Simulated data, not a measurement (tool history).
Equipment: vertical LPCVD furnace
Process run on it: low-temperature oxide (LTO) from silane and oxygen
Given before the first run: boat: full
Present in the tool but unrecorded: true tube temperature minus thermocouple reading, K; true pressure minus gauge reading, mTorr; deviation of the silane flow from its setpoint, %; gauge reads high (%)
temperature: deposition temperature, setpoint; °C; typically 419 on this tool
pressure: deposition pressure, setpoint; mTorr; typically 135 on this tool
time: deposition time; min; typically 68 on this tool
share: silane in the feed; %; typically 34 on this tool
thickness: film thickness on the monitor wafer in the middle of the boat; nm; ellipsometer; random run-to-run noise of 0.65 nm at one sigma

run     day  temperature  pressure  time  share  wafers since the last listed run  hours since the last temperature calibration  hours since the pressure gauge was zeroed  hours since the silane flow controller was replaced  hours since the gauge calibration  read-back reference wafer on the same gauge, thickness  thickness
  1       0          419       135    68     34                                 0                                        4844.4                                     2648.3                                               3429.1                               38.6                                                  326.81     377.63
  2   0.571          419       135    68     34                               119                                        4858.1                                       2662                                               3442.8                               52.3                                                  326.95     378.41
  3   0.925          419       135    68     34                                74                                        4866.6                                     2670.5                                               3451.3                               60.8                                                  326.84     379.47
  4   1.521          419       135    68     34                               124                                        4880.9                                     2684.8                                               3465.6                               75.1                                                  327.15     380.37
  5   2.258          419       135    68     34                               154                                        4898.6                                     2702.5                                               3483.3                               92.8                                                  326.95     379.38
  6   2.788          419       135    68     34                               110                                        4911.3                                     2715.2                                                 3496                              105.5                                                  326.93      378.9
  7   3.525          419       135    68     34                               154                                          4929                                     2732.9                                               3513.7                              123.2                                                  327.17     378.38
  8   4.333          424       150    68     34                               169                                        4948.4                                     2752.3                                               3533.1                              142.6                                                  326.98     441.82
  9   4.704          424       150    68     34                                77                                        4957.3                                     2761.2                                                 3542                              151.5                                                  326.95     442.02
 10   5.092          419       135    68     34                                81                                        4966.6                                     2770.5                                               3551.3                              160.8                                                  326.97     378.14
 11   5.621          419       135    68     34                               110                                        4979.3                                     2783.2                                                 3564                              173.5                                                  326.89     379.15
 12   6.329          419       135    68     34                               148                                        4996.3                                     2800.2                                                 3581                              190.5                                                  326.89     378.66
      8.517  -- thermocouples replaced and temperature profile calibrated
 13   8.538          419       135    68     34                               253                                           0.5                                     2853.2                                                 3634                              243.5                                                  327.08     379.12
 14   8.742          419       110    57     28                                42                                           5.4                                     2858.1                                               3638.9                              248.4                                                  327.01     200.35
 15    10.2          419       135    68     34                               305                                          40.4                                     2893.1                                               3673.9                              283.4                                                  327.08     379.54
 16  11.042          419       145    68     34                               176                                          60.6                                     2913.3                                               3694.1                              303.6                                                  326.83     406.87
     12.112  -- pressure gauge zeroed
 17  12.133          419       135    68     34                                19                                          86.8                                        0.5                                               3720.3                              329.8                                                   327.1     359.37
 18  12.342          419       135    68     34                                43                                          91.8                                        5.5                                               3725.3                              334.8                                                  326.95     360.49
 19  12.783          412       155  43.5     37                                92                                         102.4                                       16.1                                               3735.9                              345.4                                                  326.98     272.96
 20  13.292          419       135    68     36                               106                                         114.6                                       28.3                                               3748.1                              357.6                                                  326.89      388.2
 21  13.921          419       135    68     34                               131                                         129.7                                       43.4                                               3763.2                              372.7                                                  326.85     361.46
     14.475  -- gauge calibrated
      15.35  -- silane flow controller replaced
 22  15.371          419       135    68     32                                94                                         164.5                                       78.2                                                  0.5                               21.5                                                  327.21     333.48
 23  15.575          430       135    48     34                                42                                         169.4                                       83.1                                                  5.4                               26.4                                                  327.14     286.43
 24  15.833          419       155    75     28                                54                                         175.6                                       89.3                                                 11.6                               32.6                                                     327     349.17
 25  16.283          419       135    68     38                                94                                         186.4                                      100.1                                                 22.4                               43.4                                                  327.18     415.55
 26  16.812          422       135    68     34                               110                                         199.1                                      112.8                                                 35.1                               56.1                                                  326.84     373.05
 27  17.654          419       135    61     36                               176                                         219.3                                        133                                                 55.3                               76.3                                                  327.09     348.68
 28  18.283          424       135    68     28                               131                                         234.4                                      148.1                                                 70.4                               91.4                                                  327.03      291.6
 29  19.454          425       105    88     32                               245                                         262.5                                      176.2                                                 98.5                              119.5                                                   326.9     357.96
 30  19.796          407       135    85     34                                71                                         270.7                                      184.4                                                106.7                              127.7                                                  326.81     396.11
 31  20.562          410       135  93.5     31                               160                                         289.1                                      202.8                                                125.1                              146.1                                                  327.03     396.93
 32  21.425          410       155    68     34                               180                                         309.8                                      223.5                                                145.8                              166.8                                                  327.24     376.29

Branching from run 32: 3 alternative next runs. What would each branch give?
  A  21.633          419       135    68     34                                43                                         314.8                                      228.5                                                150.8                              171.8                                                       ?          ?
  B  21.633          427       135    68     32                                43                                         314.8                                      228.5                                                150.8                              171.8                                                       ?          ?
  C  21.633          422       160  58.5     38                                43                                         314.8                                      228.5                                                150.8                              171.8                                                       ?          ?

run  read-back reference wafer on the same gauge, thickness  thickness
  A                                                  327.19     361.91
  B                                                  327.19     363.76
  C                                                  327.19     437.28
With no hidden state in the tool, these same runs would have given:
run  thickness
  A     361.09
  B     362.93
  C     436.44
